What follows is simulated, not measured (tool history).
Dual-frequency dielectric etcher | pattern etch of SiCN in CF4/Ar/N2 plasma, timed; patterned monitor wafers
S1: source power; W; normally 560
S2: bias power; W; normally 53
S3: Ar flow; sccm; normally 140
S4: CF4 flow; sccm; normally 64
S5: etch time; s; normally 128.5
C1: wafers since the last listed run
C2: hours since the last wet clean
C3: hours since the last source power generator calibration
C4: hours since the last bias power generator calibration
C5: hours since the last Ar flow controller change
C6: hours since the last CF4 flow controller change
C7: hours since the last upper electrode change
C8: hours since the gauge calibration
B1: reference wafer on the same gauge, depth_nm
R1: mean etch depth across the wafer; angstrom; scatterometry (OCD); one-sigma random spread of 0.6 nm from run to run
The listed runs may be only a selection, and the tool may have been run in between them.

{"run": 1, "hour": 0.0, "S1": 440, "S2": 53, "S3": 174, "S4": 64, "S5": 128.5, "C1": 0, "C2": 55.1, "C3": 3566.3, "C4": 4617.8, "C5": 52.2, "C6": 441.7, "C7": 3081.6, "C8": 39.6, "B1": 99.9, "R1": 911}
{"run": 2, "hour": 36.7, "S1": 480, "S2": 53, "S3": 140, "S4": 64, "S5": 166.5, "C1": 393, "C2": 91.8, "C3": 3603, "C4": 4654.5, "C5": 88.9, "C6": 478.4, "C7": 3118.3, "C8": 76.3, "B1": 100.2, "R1": 1329}
{"run": 3, "hour": 97.7, "S1": 560, "S2": 53, "S3": 140, "S4": 64, "S5": 128.5, "C1": 654, "C2": 152.8, "C3": 3664, "C4": 4715.5, "C5": 149.9, "C6": 539.4, "C7": 3179.3, "C8": 137.3, "B1": 99.9, "R1": 1187}
{"hour": 138.5, "done": "source power generator calibrated"}
{"run": 4, "hour": 152.8, "S1": 560, "S2": 53, "S3": 120, "S4": 58, "S5": 128.5, "C1": 547, "C2": 207.9, "C3": 14.3, "C4": 4770.6, "C5": 205, "C6": 594.5, "C7": 3234.4, "C8": 192.4, "B1": 100, "R1": 1170}
{"run": 5, "hour": 218.7, "S1": 560, "S2": 58, "S3": 140, "S4": 64, "S5": 128.5, "C1": 706, "C2": 273.8, "C3": 80.2, "C4": 4836.5, "C5": 270.9, "C6": 660.4, "C7": 3300.3, "C8": 258.3, "B1": 99.9, "R1": 1237}
{"run": 6, "hour": 253.9, "S1": 560, "S2": 53, "S3": 140, "S4": 64, "S5": 128.5, "C1": 377, "C2": 309, "C3": 115.4, "C4": 4871.7, "C5": 306.1, "C6": 695.6, "C7": 3335.5, "C8": 293.5, "B1": 100.1, "R1": 1174}
{"run": 7, "hour": 317.7, "S1": 560, "S2": 61, "S3": 115, "S4": 64, "S5": 128.5, "C1": 684, "C2": 372.8, "C3": 179.2, "C4": 4935.5, "C5": 369.9, "C6": 759.4, "C7": 3399.3, "C8": 357.3, "B1": 100, "R1": 1274}
{"run": 8, "hour": 354.3, "S1": 560, "S2": 53, "S3": 140, "S4": 64, "S5": 106.5, "C1": 392, "C2": 409.4, "C3": 215.8, "C4": 4972.1, "C5": 406.5, "C6": 796, "C7": 3435.9, "C8": 393.9, "B1": 100, "R1": 963}
{"run": 9, "hour": 391.1, "S1": 560, "S2": 53, "S3": 140, "S4": 64, "S5": 128.5, "C1": 394, "C2": 446.2, "C3": 252.6, "C4": 5008.9, "C5": 443.3, "C6": 832.8, "C7": 3472.7, "C8": 430.7, "B1": 99.9, "R1": 1158}
{"run": 10, "hour": 421.9, "S1": 560, "S2": 53, "S3": 140, "S4": 73, "S5": 108.5, "C1": 330, "C2": 477, "C3": 283.4, "C4": 5039.7, "C5": 474.1, "C6": 863.6, "C7": 3503.5, "C8": 461.5, "B1": 100, "R1": 1006}
{"hour": 446.1, "done": "wet clean of the chamber"}
{"hour": 460.6, "done": "upper electrode replaced, of another model than before"}
{"run": 11, "hour": 600.4, "S1": 530, "S2": 53, "S3": 128, "S4": 64, "S5": 128.5, "C1": 1500, "C2": 154.3, "C3": 461.9, "C4": 5218.2, "C5": 652.6, "C6": 1042.1, "C7": 139.8, "C8": 640, "B1": 100, "R1": 1128}
{"hour": 608.3, "done": "bias power generator calibrated"}
{"run": 12, "hour": 660.9, "S1": 500, "S2": 53, "S3": 140, "S4": 56, "S5": 128.5, "C1": 605, "C2": 214.8, "C3": 522.4, "C4": 52.6, "C5": 713.1, "C6": 1102.6, "C7": 200.3, "C8": 700.5, "B1": 100, "R1": 988}
{"run": 13, "hour": 700.8, "S1": 560, "S2": 53, "S3": 140, "S4": 64, "S5": 128.5, "C1": 427, "C2": 254.7, "C3": 562.3, "C4": 92.5, "C5": 753, "C6": 1142.5, "C7": 240.2, "C8": 740.4, "B1": 100.1, "R1": 1187}
{"run": 14, "hour": 732.3, "S1": 560, "S2": 53, "S3": 140, "S4": 64, "S5": 128.5, "C1": 337, "C2": 286.2, "C3": 593.8, "C4": 124, "C5": 784.5, "C6": 1174, "C7": 271.7, "C8": 771.9, "B1": 100.1, "R1": 1190}
{"run": 15, "hour": 779.9, "S1": 560, "S2": 53, "S3": 140, "S4": 64, "S5": 128.5, "C1": 510, "C2": 333.8, "C3": 641.4, "C4": 171.6, "C5": 832.1, "C6": 1221.6, "C7": 319.3, "C8": 819.5, "B1": 100, "R1": 1167}
{"run": 16, "hour": 841.0, "S1": 560, "S2": 53, "S3": 107, "S4": 64, "S5": 128.5, "C1": 655, "C2": 394.9, "C3": 702.5, "C4": 232.7, "C5": 893.2, "C6": 1282.7, "C7": 380.4, "C8": 880.6, "B1": 100, "R1": 1206}
{"run": 17, "hour": 889.0, "S1": 560, "S2": 53, "S3": 140, "S4": 64, "S5": 128.5, "C1": 514, "C2": 442.9, "C3": 750.5, "C4": 280.7, "C5": 941.2, "C6": 1330.7, "C7": 428.4, "C8": 928.6, "B1": 100, "R1": 1166}
{"run": 18, "hour": 926.4, "S1": 500, "S2": 53, "S3": 152, "S4": 64, "S5": 145.5, "C1": 400, "C2": 480.3, "C3": 787.9, "C4": 318.1, "C5": 978.6, "C6": 1368.1, "C7": 465.8, "C8": 966, "B1": 99.8, "R1": 1110}
{"run": 19, "hour": 978.1, "S1": 440, "S2": 53, "S3": 140, "S4": 64, "S5": 157.5, "C1": 554, "C2": 532, "C3": 839.6, "C4": 369.8, "C5": 1030.3, "C6": 1419.8, "C7": 517.5, "C8": 1017.7, "B1": 100, "R1": 1009}
{"hour": 1004.0, "done": "wet clean of the chamber"}
{"run": 20, "hour": 1018.4, "S1": 520, "S2": 66, "S3": 140, "S4": 56, "S5": 105, "C1": 174, "C2": 14.4, "C3": 879.9, "C4": 410.1, "C5": 1070.6, "C6": 1460.1, "C7": 557.8, "C8": 1058, "B1": 99.9, "R1": 939}
{"run": 21, "hour": 1069.5, "S1": 560, "S2": 53, "S3": 108, "S4": 51, "S5": 128.5, "C1": 547, "C2": 65.5, "C3": 931, "C4": 461.2, "C5": 1121.7, "C6": 1511.2, "C7": 608.9, "C8": 1109.1, "B1": 99.9, "R1": 1166}

Run-by-run hidden state of the tool:
source power that arrives over what is set, %: 0, the same for each run
bias power that arrives over what is set, %: 0, the same for each run
Ar flow that arrives over what is set, %: 0, the same for each run
CF4 flow that arrives over what is set, %: 0, the same for each run
gauge reads high (%): 0, the same for each run
H1: etch rate over this chamber's usual, %
run=1 H1=-0.65
run=2 H1=-1.03
run=3 H1=-1.65
run=4 H1=-2.21
run=5 H1=-2.89
run=6 H1=-3.25
run=7 H1=-3.9
run=8 H1=-4.27
run=9 H1=-4.65
run=10 H1=-4.97
run=11 H1=-1.14
run=12 H1=-1.76
run=13 H1=-2.16
run=14 H1=-2.49
run=15 H1=-2.97
run=16 H1=-3.6
run=17 H1=-4.09
run=18 H1=-4.47
run=19 H1=-5
run=20 H1=0.232
run=21 H1=-0.29

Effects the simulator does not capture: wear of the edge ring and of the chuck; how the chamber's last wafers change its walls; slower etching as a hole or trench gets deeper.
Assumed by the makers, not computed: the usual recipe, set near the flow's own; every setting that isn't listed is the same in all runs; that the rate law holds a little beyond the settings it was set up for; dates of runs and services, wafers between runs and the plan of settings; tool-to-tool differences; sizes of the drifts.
